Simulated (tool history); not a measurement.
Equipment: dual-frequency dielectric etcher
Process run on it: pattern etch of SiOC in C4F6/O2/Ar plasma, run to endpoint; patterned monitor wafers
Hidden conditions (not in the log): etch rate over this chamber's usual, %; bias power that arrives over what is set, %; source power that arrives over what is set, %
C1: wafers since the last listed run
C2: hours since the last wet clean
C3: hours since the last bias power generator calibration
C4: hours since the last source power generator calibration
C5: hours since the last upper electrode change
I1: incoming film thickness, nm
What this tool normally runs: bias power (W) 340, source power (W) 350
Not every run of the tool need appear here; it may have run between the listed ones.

run 1 day=0 | bias_power_(W)=340 source_power_(W)=350 | C1=0 C2=267.4 C3=3985.2 C4=2532.5 C5=3847.4 | I1=45.04 | endpoint_time_(s)=18.6
-- day=3.721 wet clean of the chamber
run 2 day=4.371 | bias_power_(W)=340 source_power_(W)=350 | C1=1062 C2=15.6 C3=4090.1 C4=2637.4 C5=3952.3 | I1=44.72 | endpoint_time_(s)=18.1
run 3 day=5.962 | bias_power_(W)=384 source_power_(W)=350 | C1=501 C2=53.8 C3=4128.3 C4=2675.6 C5=3990.5 | I1=44.97 | endpoint_time_(s)=17.7
run 4 day=8.283 | bias_power_(W)=384 source_power_(W)=350 | C1=731 C2=109.5 C3=4184 C4=2731.3 C5=4046.2 | I1=44.51 | endpoint_time_(s)=17.6
run 5 day=10.654 | bias_power_(W)=358 source_power_(W)=350 | C1=747 C2=166.4 C3=4240.9 C4=2788.2 C5=4103.1 | I1=44.93 | endpoint_time_(s)=18.2
run 6 day=12.967 | bias_power_(W)=358 source_power_(W)=350 | C1=728 C2=221.9 C3=4296.4 C4=2843.7 C5=4158.6 | I1=45.14 | endpoint_time_(s)=18.3
run 7 day=14.267 | bias_power_(W)=358 source_power_(W)=350 | C1=409 C2=253.1 C3=4327.6 C4=2874.9 C5=4189.8 | I1=44.99 | endpoint_time_(s)=18.3
run 8 day=15.396 | bias_power_(W)=340 source_power_(W)=350 | C1=355 C2=280.2 C3=4354.7 C4=2902 C5=4216.9 | I1=44.88 | endpoint_time_(s)=18.6
-- day=16.762 upper electrode replaced
run 9 day=18.896 | bias_power_(W)=340 source_power_(W)=350 | C1=787 C2=364.2 C3=4438.7 C4=2986 C5=51.2 | I1=44.39 | endpoint_time_(s)=18.4
-- day=20.471 wet clean of the chamber
run 10 day=21.025 | bias_power_(W)=292 source_power_(W)=330 | C1=355 C2=13.3 C3=4489.8 C4=3037.1 C5=102.3 | I1=45.05 | endpoint_time_(s)=19.6
run 11 day=23.308 | bias_power_(W)=303 source_power_(W)=260 | C1=719 C2=68.1 C3=4544.6 C4=3091.9 C5=157.1 | I1=44.1 | endpoint_time_(s)=21
run 12 day=25.312 | bias_power_(W)=340 source_power_(W)=350 | C1=631 C2=116.2 C3=4592.7 C4=3140 C5=205.2 | I1=44.63 | endpoint_time_(s)=18.3
-- day=26.538 bias power generator calibrated
run 13 day=26.558 | bias_power_(W)=386 source_power_(W)=320 | C1=340 C2=146.1 C3=0.5 C4=3169.9 C5=235.1 | I1=45 | endpoint_time_(s)=18.5
-- day=28.4 source power generator calibrated
run 14 day=29.117 | bias_power_(W)=340 source_power_(W)=350 | C1=753 C2=207.5 C3=61.9 C4=17.2 C5=296.5 | I1=44.75 | endpoint_time_(s)=18.5
run 15 day=31.946 | bias_power_(W)=340 source_power_(W)=390 | C1=891 C2=275.4 C3=129.8 C4=85.1 C5=364.4 | I1=44.93 | endpoint_time_(s)=17.9
-- day=33.196 wet clean of the chamber
run 16 day=34.904 | bias_power_(W)=421 source_power_(W)=310 | C1=617 C2=41 C3=200.8 C4=156.1 C5=435.4 | I1=44.28 | endpoint_time_(s)=17.8
run 17 day=36.996 | bias_power_(W)=340 source_power_(W)=350 | C1=659 C2=91.2 C3=251 C4=206.3 C5=485.6 | I1=44.68 | endpoint_time_(s)=18.2
run 18 day=39.438 | bias_power_(W)=303 source_power_(W)=260 | C1=769 C2=149.8 C3=309.6 C4=264.9 C5=544.2 | I1=44.39 | endpoint_time_(s)=21.1
run 19 day=41.496 | bias_power_(W)=379 source_power_(W)=370 | C1=648 C2=199.2 C3=359 C4=314.3 C5=593.6 | I1=44.41 | endpoint_time_(s)=17.5

5 ways to go on from here, each from the tool as it stands after run 19. What would each give?
run A day=41.512 | bias_power_(W)=407 source_power_(W)=350 | C1=5 C2=199.6 C3=359.4 C4=314.7 C5=594 | I1=44.84 | endpoint_time_(s)=?
run B day=41.512 | bias_power_(W)=312 source_power_(W)=440 | C1=5 C2=199.6 C3=359.4 C4=314.7 C5=594 | I1=44.84 | endpoint_time_(s)=?
run C day=41.512 | bias_power_(W)=305 source_power_(W)=270 | C1=5 C2=199.6 C3=359.4 C4=314.7 C5=594 | I1=44.84 | endpoint_time_(s)=?
run D day=41.512 | bias_power_(W)=340 source_power_(W)=280 | C1=5 C2=199.6 C3=359.4 C4=314.7 C5=594 | I1=44.84 | endpoint_time_(s)=?
run E day=41.512 | bias_power_(W)=272 source_power_(W)=420 | C1=5 C2=199.6 C3=359.4 C4=314.7 C5=594 | I1=44.84 | endpoint_time_(s)=?

run=A endpoint_time_(s)=17.6
run=B endpoint_time_(s)=17.3
run=C endpoint_time_(s)=21
run=D endpoint_time_(s)=20.2
run=E endpoint_time_(s)=18.2
Without the tool's hidden state the same runs would have given:
run=A endpoint_time_(s)=17.3
run=B endpoint_time_(s)=17
run=C endpoint_time_(s)=20.7
run=D endpoint_time_(s)=19.9
run=E endpoint_time_(s)=17.9

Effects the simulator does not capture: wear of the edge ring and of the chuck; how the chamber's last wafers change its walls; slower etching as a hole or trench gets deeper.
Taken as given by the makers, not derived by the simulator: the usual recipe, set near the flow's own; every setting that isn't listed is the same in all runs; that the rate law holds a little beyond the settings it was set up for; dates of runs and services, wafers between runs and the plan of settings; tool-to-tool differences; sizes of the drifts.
